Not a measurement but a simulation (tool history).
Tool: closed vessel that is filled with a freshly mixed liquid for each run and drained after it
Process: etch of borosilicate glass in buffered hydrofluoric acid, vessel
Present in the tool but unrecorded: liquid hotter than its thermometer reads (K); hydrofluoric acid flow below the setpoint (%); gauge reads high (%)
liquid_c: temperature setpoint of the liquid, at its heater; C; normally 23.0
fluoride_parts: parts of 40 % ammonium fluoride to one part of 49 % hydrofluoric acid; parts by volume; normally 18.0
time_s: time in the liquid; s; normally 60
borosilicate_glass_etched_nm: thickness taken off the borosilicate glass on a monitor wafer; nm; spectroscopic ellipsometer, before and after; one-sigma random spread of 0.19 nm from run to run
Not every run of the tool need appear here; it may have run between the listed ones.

run,hour,liquid_c,fluoride_parts,time_s,wafers since the last listed run,hours since the thermometer was replaced,hours since the hydrofluoric acid flow meter was replaced,hours since the gauge calibration,"read-back film thickness of the borosilicate glass reference wafer, read on the same gauge (nm)",borosilicate_glass_etched_nm
1,0.0,23.0,18.0,45,0,1222.4,421.0,168.6,49.68,28.84
2,33.5,23.0,18.0,60,2675,1255.9,454.5,202.1,49.61,38.75
3,64.3,23.0,18.0,60,2460,1286.7,485.3,232.9,49.56,38.62
4,76.6,23.0,18.0,60,982,1299.0,497.6,245.2,49.52,38.61
5,88.9,23.0,18.0,60,982,1311.3,509.9,257.5,49.52,38.49
6,124.2,23.0,18.0,60,2819,1346.6,545.2,292.8,49.44,38.23
7,159.7,23.0,18.0,60,2835,1382.1,580.7,328.3,49.38,38.29
8,189.8,23.0,21.0,60,2404,1412.2,610.8,358.4,49.30,33.44
9,222.3,23.0,21.0,60,2595,1444.7,643.3,390.9,49.26,33.29
10,239.0,26.0,24.0,90,1333,1461.4,660.0,407.6,49.21,53.17
11,271.7,23.0,18.0,60,2611,1494.1,692.7,440.3,49.17,38.02
12,292.2,25.5,18.0,30,1637,1514.6,713.2,460.8,49.12,21.83
# hour 295.9: hydrofluoric acid flow meter replaced
13,305.0,21.5,15.5,60,942,1527.4,9.1,473.6,49.11,40.83
# hour 318.6: thermometer replaced
14,338.8,23.0,18.0,60,2619,20.2,42.9,507.4,49.02,37.97
15,365.7,23.0,18.0,60,2148,47.1,69.8,534.3,48.95,37.95
# hour 396.1: gauge calibrated
16,397.4,20.0,11.5,30,2531,78.8,101.5,1.3,50.10,25.68
17,504.1,25.0,24.5,80,8522,185.5,208.2,108.0,49.89,45.36
18,528.7,23.0,18.0,30,1964,210.1,232.8,132.6,49.82,19.39
19,563.0,20.5,18.0,70,2739,244.4,267.1,166.9,49.78,39.48

What if the next run were any one of these 4? Each begins from the tool's condition after run 19:
A,563.7,23.0,18.0,60,55,245.1,267.8,167.6,?,?
B,563.7,23.0,24.0,80,55,245.1,267.8,167.6,?,?
C,563.7,25.0,22.0,60,55,245.1,267.8,167.6,?,?
D,563.7,26.5,20.5,40,55,245.1,267.8,167.6,?,?

run,"read-back film thickness of the borosilicate glass reference wafer, read on the same gauge (nm)",borosilicate_glass_etched_nm
A,49.76,38.44
B,49.76,40.69
C,49.76,36.10
D,49.76,27.38
Take away the tool's hidden state, keep each run's random variation, and the runs would have read:
run,borosilicate_glass_etched_nm
A,38.61
B,40.87
C,36.26
D,27.50
